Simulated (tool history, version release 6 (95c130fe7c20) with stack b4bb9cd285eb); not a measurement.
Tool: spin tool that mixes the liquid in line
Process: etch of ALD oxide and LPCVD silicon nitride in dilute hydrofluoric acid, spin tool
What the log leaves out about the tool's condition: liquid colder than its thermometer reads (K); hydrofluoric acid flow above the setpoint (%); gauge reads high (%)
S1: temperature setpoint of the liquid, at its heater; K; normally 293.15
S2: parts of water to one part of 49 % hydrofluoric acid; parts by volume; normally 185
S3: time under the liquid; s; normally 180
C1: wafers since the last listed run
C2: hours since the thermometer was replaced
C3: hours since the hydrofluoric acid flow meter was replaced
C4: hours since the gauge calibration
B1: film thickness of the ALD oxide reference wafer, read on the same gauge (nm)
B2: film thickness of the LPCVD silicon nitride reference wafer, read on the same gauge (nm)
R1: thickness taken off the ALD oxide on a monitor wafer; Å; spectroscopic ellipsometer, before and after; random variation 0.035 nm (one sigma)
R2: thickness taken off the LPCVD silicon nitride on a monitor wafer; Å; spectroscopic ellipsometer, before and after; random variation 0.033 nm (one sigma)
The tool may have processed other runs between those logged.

run    hour      S1   S2   S3    C1      C2      C3      C4      B1       B2     R1    R2
  1     0.0  296.65  140  180     0  1454.1  1318.0  1061.0  149.99  109.990  118.7  6.69
  2    34.8  293.15  185  180   295  1488.9  1352.8  1095.8  150.00  109.995   75.5  3.72
  3    75.1  293.15  185  180   342  1529.2  1393.1  1136.1  150.00  110.016   75.1  3.49
  4   127.5  293.15  185  180   445  1581.6  1445.5  1188.5  150.01  110.003   75.8  3.72
  5   163.7  293.15  185  180   307  1617.8  1481.7  1224.7  150.02  110.010   75.8  4.25
      205.4  -- hydrofluoric acid flow meter replaced
  6   230.4  293.15  185  180   558  1684.5    25.0  1291.4  150.01  110.001   72.8  4.06
  7   279.2  293.15  185  180   414  1733.3    73.8  1340.2  149.98  109.981   73.0  3.01
  8   312.1  293.15  185  180   279  1766.2   106.7  1373.1  150.01  110.011   72.5  3.84
  9   377.0  293.15  185  180   551  1831.1   171.6  1438.0  150.00  109.972   73.8  3.33
 10   416.8  297.65  120  115   338  1870.9   211.4  1477.8  150.01  109.995   92.3  5.26
 11   446.9  297.65  120  115   255  1901.0   241.5  1507.9  150.00  110.018   91.9  4.29
 12   501.2  290.15  185  180   461  1955.3   295.8  1562.2  150.01  110.013   65.7  2.65
 13   529.3  290.15  245  110   238  1983.4   323.9  1590.3  150.03  109.989   28.7  1.48
 14   575.7  297.65  120  115   394  2029.8   370.3  1636.7  150.01  109.974   92.1  4.12
      639.7  -- gauge calibrated
 15   710.2  293.15  185  180  1143  2164.3   504.8    70.5  150.01  110.000   73.4  3.80
 16   734.2  296.65  140  180   204  2188.3   528.8    94.5  150.00  110.000  117.3  5.39
 17   775.4  293.15  185  120   350  2229.5   570.0   135.7  150.00  109.995   49.7  2.33
      847.5  -- thermometer replaced
 18   900.1  295.15  225  180  1051    52.6   694.7   260.4  150.00  110.019   63.4  3.17
 19   927.7  293.15  185  270   234    80.2   722.3   288.0  149.98  110.022  110.3  4.96
 20   971.2  293.15  220   95   369   123.7   765.8   331.5  149.97  110.010   31.9  1.22
 21  1007.0  295.15  185  240   304   159.5   801.6   367.3  150.00  110.002  106.7  5.99
 22  1070.9  293.15  185  180   543   223.4   865.5   431.2  149.98  110.012   74.0  3.51
 23  1107.9  293.15  115  250   314   260.4   902.5   468.2  150.00  110.006  179.0  9.10
 24  1151.2  290.15  185  280   368   303.7   945.8   511.5  150.02  109.999  102.0  4.90

Predict the results of run 25:
 25  1210.8  293.15  185  180  506  363.3  1005.4  571.1   ?   ?   ?   ?

{"run 25": {"B1": 150.02, "B2": 110.026, "R1": 74.2, "R2": 3.4}}
Were there no unlogged condition in the tool, this run, its random variation unchanged, would have produced R1 72.7 Å, R2 3.34 Å.
